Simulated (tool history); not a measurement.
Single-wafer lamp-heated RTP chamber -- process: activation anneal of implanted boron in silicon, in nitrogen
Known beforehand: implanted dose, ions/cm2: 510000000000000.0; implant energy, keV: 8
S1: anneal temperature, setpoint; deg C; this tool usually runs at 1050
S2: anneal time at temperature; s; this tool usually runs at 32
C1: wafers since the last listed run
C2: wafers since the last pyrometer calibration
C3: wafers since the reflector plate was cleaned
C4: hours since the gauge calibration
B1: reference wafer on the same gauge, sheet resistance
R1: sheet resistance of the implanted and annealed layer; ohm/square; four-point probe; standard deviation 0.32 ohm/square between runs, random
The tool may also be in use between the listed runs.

run	hour	S1	S2	C1	C2	C3	C4	B1	R1
1	0.0	1050	43	0	829	8188	211.3	199.95	212.62
2	35.8	1041	32	318	1147	8507	247.1	200.06	214.84
3	76.9	1050	32	365	1513	8872	288.2	200.10	214.27
4	102.5	1050	32	227	1740	9100	313.8	199.97	214.01
5	166.4	1050	32	568	2309	9668	377.7	199.86	214.05
# hour 203.5: pyrometer window cleaned and pyrometer calibrated
6	205.4	1031	32	275	17	9944	416.7	199.96	216.25
7	261.4	1050	17	498	515	10442	472.7	200.06	217.40
8	285.4	1050	17	213	728	10655	496.7	199.93	217.03
# hour 354.4: gauge calibrated
9	411.4	1050	32	1120	1849	11776	57.0	199.86	213.25
10	471.5	1078	45	534	2383	12311	117.1	200.01	207.05
# hour 483.2: pyrometer window cleaned and pyrometer calibrated
11	505.0	1050	19	226	193	12537	150.6	200.07	216.96
12	552.5	1071	13	422	616	12960	198.1	199.92	216.69
# hour 584.0: reflector plate cleaned
13	619.7	1050	32	526	1142	317	265.3	200.04	213.74
14	654.8	1024	32	312	1455	630	300.4	200.06	216.02
15	726.4	1072	47	636	2091	1266	372.0	200.05	207.34
16	778.0	1050	32	458	2550	1725	423.6	200.07	213.45
# hour 788.2: pyrometer window cleaned and pyrometer calibrated
17	837.1	1021	39	454	435	2180	482.7	199.87	215.65
18	864.2	1050	17	241	676	2421	509.8	200.08	217.69
# hour 897.8: gauge calibrated
19	913.4	1065	32	437	1113	2858	15.6	200.06	211.72

What if the next run were any one of these 3? Each begins from the tool's condition after run 19:
A	913.8	1050	16	3	1117	2862	16.0	?	?
B	913.8	1079	16	3	1117	2862	16.0	?	?
C	913.8	1079	25	3	1117	2862	16.0	?	?

run	B1	R1
A	200.13	217.33
B	200.13	215.05
C	200.13	212.05
The same runs, with their run-to-run variation unchanged, on a tool lacking any hidden condition would have given:
run	R1
A	217.80
B	216.04
C	213.42

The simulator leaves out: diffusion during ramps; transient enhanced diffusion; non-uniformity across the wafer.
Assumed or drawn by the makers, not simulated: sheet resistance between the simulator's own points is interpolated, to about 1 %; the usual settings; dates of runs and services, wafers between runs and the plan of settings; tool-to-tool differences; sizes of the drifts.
